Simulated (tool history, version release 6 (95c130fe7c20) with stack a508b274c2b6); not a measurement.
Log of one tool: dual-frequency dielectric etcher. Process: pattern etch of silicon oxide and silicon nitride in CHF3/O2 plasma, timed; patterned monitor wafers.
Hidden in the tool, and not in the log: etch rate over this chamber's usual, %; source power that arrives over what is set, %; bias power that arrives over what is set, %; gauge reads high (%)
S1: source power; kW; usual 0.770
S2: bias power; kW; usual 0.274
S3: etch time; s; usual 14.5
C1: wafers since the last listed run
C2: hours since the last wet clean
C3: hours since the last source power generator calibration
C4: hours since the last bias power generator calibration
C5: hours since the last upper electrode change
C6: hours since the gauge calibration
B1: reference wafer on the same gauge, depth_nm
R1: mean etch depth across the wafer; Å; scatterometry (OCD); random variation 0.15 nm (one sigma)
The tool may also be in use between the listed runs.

Run 1, hour 0.0: usual settings; C1 0; C2 449.3; C3 3806.6; C4 2739.3; C5 3888.3; C6 20.2; B1 29.67. Result: R1 280.4 Å.
Run 2, hour 6.8: usual settings but S2 0.323 kW, S3 17.0 s; C1 110; C2 456.1; C3 3813.4; C4 2746.1; C5 3895.1; C6 27.0; B1 29.72. Result: R1 346.4 Å.
Run 3, hour 15.1: usual settings; C1 135; C2 464.4; C3 3821.7; C4 2754.4; C5 3903.4; C6 35.3; B1 29.68. Result: R1 277.6 Å.
Run 4, hour 32.5: usual settings; C1 283; C2 481.8; C3 3839.1; C4 2771.8; C5 3920.8; C6 52.7; B1 29.68. Result: R1 277.5 Å.
Run 5, hour 47.0: usual settings; C1 236; C2 496.3; C3 3853.6; C4 2786.3; C5 3935.3; C6 67.2; B1 29.73. Result: R1 279.5 Å.
Run 6, hour 55.0: usual settings; C1 130; C2 504.3; C3 3861.6; C4 2794.3; C5 3943.3; C6 75.2; B1 29.68. Result: R1 279.8 Å.
Run 7, hour 61.9: usual settings; C1 112; C2 511.2; C3 3868.5; C4 2801.2; C5 3950.2; C6 82.1; B1 29.69. Result: R1 281.8 Å.
Run 8, hour 69.5: usual settings but S1 0.680 kW, S3 18.0 s; C1 124; C2 518.8; C3 3876.1; C4 2808.8; C5 3957.8; C6 89.7; B1 29.74. Result: R1 332.8 Å.
Run 9, hour 76.6: usual settings but S1 0.640 kW, S3 15.5 s; C1 115; C2 525.9; C3 3883.2; C4 2815.9; C5 3964.9; C6 96.8; B1 29.69. Result: R1 281.6 Å.
Run 10, hour 88.1: usual settings but S1 0.640 kW, S3 15.5 s; C1 187; C2 537.4; C3 3894.7; C4 2827.4; C5 3976.4; C6 108.3; B1 29.74. Result: R1 281.4 Å.
Run 11, hour 102.3: usual settings but S1 0.640 kW, S3 15.5 s; C1 231; C2 551.6; C3 3908.9; C4 2841.6; C5 3990.6; C6 122.5; B1 29.64. Result: R1 283.7 Å.
Run 12, hour 118.9: usual settings; C1 270; C2 568.2; C3 3925.5; C4 2858.2; C5 4007.2; C6 139.1; B1 29.69. Result: R1 279.4 Å.
Run 13, hour 135.4: usual settings; C1 269; C2 584.7; C3 3942.0; C4 2874.7; C5 4023.7; C6 155.6; B1 29.72. Result: R1 278.9 Å.
Run 14, hour 154.2: usual settings; C1 306; C2 603.5; C3 3960.8; C4 2893.5; C5 4042.5; C6 174.4; B1 29.70. Result: R1 279.8 Å.
Run 15, hour 160.3: usual settings but S2 0.323 kW, S3 17.0 s; C1 99; C2 609.6; C3 3966.9; C4 2899.6; C5 4048.6; C6 180.5; B1 29.69. Result: R1 343.4 Å.
Run 16, hour 168.7: usual settings but S1 0.850 kW, S2 0.339 kW; C1 137; C2 618.0; C3 3975.3; C4 2908.0; C5 4057.0; C6 188.9; B1 29.69. Result: R1 309.7 Å.
At hour 204.0: wet clean of the chamber.
Run 17, hour 204.5: usual settings; C1 192; C2 0.5; C3 4011.1; C4 2943.8; C5 4092.8; C6 224.7; B1 29.67. Result: R1 279.8 Å.
Run 18, hour 204.8: usual settings; C1 4; C2 0.8; C3 4011.4; C4 2944.1; C5 4093.1; C6 225.0; B1 29.76. Result: R1 278.3 Å.
At hour 210.9: bias power generator calibrated.
Run 19, hour 211.4: usual settings but S3 17.0 s; C1 42; C2 7.4; C3 4018.0; C4 0.5; C5 4099.7; C6 231.6; B1 29.69. Result: R1 327.2 Å.
Run 20, hour 223.9: usual settings but S3 17.5 s; C1 203; C2 19.9; C3 4030.5; C4 13.0; C5 4112.2; C6 244.1; B1 29.68. Result: R1 333.7 Å.
At hour 227.9: gauge calibrated.
At hour 244.4: source power generator calibrated.
At hour 256.6: upper electrode replaced.
Run 21, hour 257.1: usual settings but S2 0.302 kW, S3 11.5 s; C1 277; C2 53.1; C3 12.7; C4 46.2; C5 0.5; C6 29.2; B1 29.71. Result: R1 227.9 Å.
Run 22, hour 257.4: usual settings; C1 4; C2 53.4; C3 13.0; C4 46.5; C5 0.8; C6 29.5; B1 29.73. Result: R1 279.8 Å.
Run 23, hour 263.4: usual settings but S2 0.206 kW, S3 11.0 s; C1 97; C2 59.4; C3 19.0; C4 52.5; C5 6.8; C6 35.5; B1 29.72. Result: R1 194.7 Å.
Run 24, hour 280.4: usual settings but S1 0.900 kW; C1 277; C2 76.4; C3 36.0; C4 69.5; C5 23.8; C6 52.5; B1 29.66. Result: R1 289.7 Å.
Run 25, hour 287.3: usual settings but S3 16.5 s; C1 112; C2 83.3; C3 42.9; C4 76.4; C5 30.7; C6 59.4; B1 29.64. Result: R1 317.3 Å.
Run 26, hour 295.8: usual settings but S1 0.600 kW, S3 18.5 s; C1 138; C2 91.8; C3 51.4; C4 84.9; C5 39.2; C6 67.9; B1 29.75. Result: R1 330.9 Å.
Run 27, hour 312.6: usual settings but S1 0.620 kW, S2 0.211 kW, S3 10.5 s; C1 274; C2 108.6; C3 68.2; C4 101.7; C5 56.0; C6 84.7; B1 29.76. Result: R1 176.6 Å.
Run 28, hour 324.5: usual settings but S1 0.870 kW, S2 0.298 kW, S3 12.5 s; C1 194; C2 120.5; C3 80.1; C4 113.6; C5 67.9; C6 96.6; B1 29.73. Result: R1 255.9 Å.
Run 29, hour 341.8: usual settings but S1 0.670 kW; C1 282; C2 137.8; C3 97.4; C4 130.9; C5 85.2; C6 113.9; B1 29.69. Result: R1 269.5 Å.
Run 30, hour 348.6: usual settings; C1 110; C2 144.6; C3 104.2; C4 137.7; C5 92.0; C6 120.7; B1 29.78. Result: R1 277.6 Å.

4 ways to go on from here, each from the tool as it stands after run 30. What would each give?
Run A, hour 349.0: usual settings; C1 6; C2 145.0; C3 104.6; C4 138.1; C5 92.4; C6 121.1; B1 ?. Result: R1 ?.
Run B, hour 349.0: usual settings but S1 0.600 kW, S3 16.0 s; C1 6; C2 145.0; C3 104.6; C4 138.1; C5 92.4; C6 121.1; B1 ?. Result: R1 ?.
Run C, hour 349.0: usual settings but S2 0.250 kW, S3 12.0 s; C1 6; C2 145.0; C3 104.6; C4 138.1; C5 92.4; C6 121.1; B1 ?. Result: R1 ?.
Run D, hour 349.0: usual settings but S1 0.830 kW, S2 0.329 kW, S3 18.5 s; C1 6; C2 145.0; C3 104.6; C4 138.1; C5 92.4; C6 121.1; B1 ?. Result: R1 ?.

run     B1     R1
  A  29.67  276.9
  B  29.67  283.9
  C  29.67  222.8
  D  29.67  383.2
Without the tool's hidden state the same runs would have given:
run     R1
  A  276.9
  B  283.9
  C  222.8
  D  383.2
